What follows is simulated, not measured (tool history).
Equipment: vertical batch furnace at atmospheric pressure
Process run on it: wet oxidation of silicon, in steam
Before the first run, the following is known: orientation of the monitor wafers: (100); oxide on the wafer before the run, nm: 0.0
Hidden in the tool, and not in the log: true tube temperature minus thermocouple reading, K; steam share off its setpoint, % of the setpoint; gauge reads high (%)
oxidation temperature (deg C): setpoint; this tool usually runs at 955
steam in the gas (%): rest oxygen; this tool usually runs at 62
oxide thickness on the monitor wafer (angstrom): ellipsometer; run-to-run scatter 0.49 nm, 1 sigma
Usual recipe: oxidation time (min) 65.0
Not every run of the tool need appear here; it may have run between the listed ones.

| run | day | oxidation temperature (deg C) | oxidation time (min) | steam in the gas (%) | wafers since the last listed run | hours since the last temperature calibration | hours since the steam generator was serviced | hours since the gauge calibration | read-back reference wafer on the same gauge, thickness | oxide thickness on the monitor wafer (angstrom) |
|---|---|---|---|---|---|---|---|---|---|---|
| 1 | 0.000 | 955 | 65.0 | 62 | 0 | 2572.6 | 1296.3 | 165.1 | 192.98 | 2143.0 |
| 2 | 1.383 | 955 | 65.0 | 62 | 530 | 2605.8 | 1329.5 | 198.3 | 193.03 | 2141.5 |
| 3 | 2.083 | 937 | 65.0 | 62 | 268 | 2622.6 | 1346.3 | 215.1 | 192.93 | 1758.9 |
| 4 | 3.542 | 937 | 65.0 | 62 | 559 | 2657.6 | 1381.3 | 250.1 | 192.99 | 1761.7 |
| 5 | 4.746 | 975 | 65.0 | 62 | 462 | 2686.5 | 1410.2 | 279.0 | 192.97 | 2598.1 |
| 6 | 5.942 | 975 | 65.0 | 62 | 458 | 2715.2 | 1438.9 | 307.7 | 193.08 | 2611.7 |
| 7 | 7.171 | 955 | 73.0 | 62 | 471 | 2744.7 | 1468.4 | 337.2 | 192.97 | 2343.1 |
|  | 8.529 | thermocouples replaced and temperature profile calibrated |
| 8 | 8.646 | 955 | 73.0 | 62 | 182 | 2.8 | 1503.8 | 372.6 | 193.01 | 2329.0 |
|  | 8.717 | gauge calibrated |
| 9 | 9.517 | 947 | 53.5 | 62 | 334 | 23.7 | 1524.7 | 19.2 | 193.00 | 1646.5 |
| 10 | 10.408 | 955 | 65.0 | 62 | 342 | 45.1 | 1546.1 | 40.6 | 193.02 | 2113.4 |
| 11 | 11.625 | 967 | 91.5 | 56 | 466 | 74.3 | 1575.3 | 69.8 | 192.91 | 2880.1 |
|  | 12.704 | steam generator serviced |
| 12 | 12.725 | 969 | 46.0 | 62 | 38 | 100.7 | 0.5 | 96.2 | 193.03 | 1960.4 |
| 13 | 12.888 | 940 | 85.5 | 68 | 62 | 104.6 | 4.4 | 100.1 | 192.96 | 2593.1 |
| 14 | 13.562 | 973 | 87.0 | 70 | 259 | 120.8 | 20.6 | 116.3 | 193.06 | 3676.1 |
| 15 | 14.975 | 965 | 33.5 | 62 | 542 | 154.7 | 54.5 | 150.2 | 192.91 | 1440.4 |
| 16 | 16.000 | 946 | 65.0 | 52 | 393 | 179.3 | 79.1 | 174.8 | 193.04 | 1753.0 |
| 17 | 17.075 | 955 | 65.0 | 62 | 412 | 205.1 | 104.9 | 200.6 | 193.05 | 2242.6 |

Hidden state at the last listed run before each entry between runs and at the first one after, where it differs:
From run 7 to run 8: thermocouples replaced and temperature profile calibrated (day 8.529)
  steam share off its setpoint, % of the setpoint: -6.99 -> -7.24
  measured value less the no-hidden-state value, oxide thickness on the monitor wafer (angstrom): -141.1 -> -145.8
From run 8 to run 9: gauge calibrated (day 8.717)
  steam share off its setpoint, % of the setpoint: -7.24 -> -7.4
  measured value less the no-hidden-state value, oxide thickness on the monitor wafer (angstrom): -145.8 -> -111.6
From run 11 to run 12: steam generator serviced (day 12.704)
  steam share off its setpoint, % of the setpoint: -7.77 -> -0.492
  measured value less the no-hidden-state value, oxide thickness on the monitor wafer (angstrom): -184.6 -> -7.9
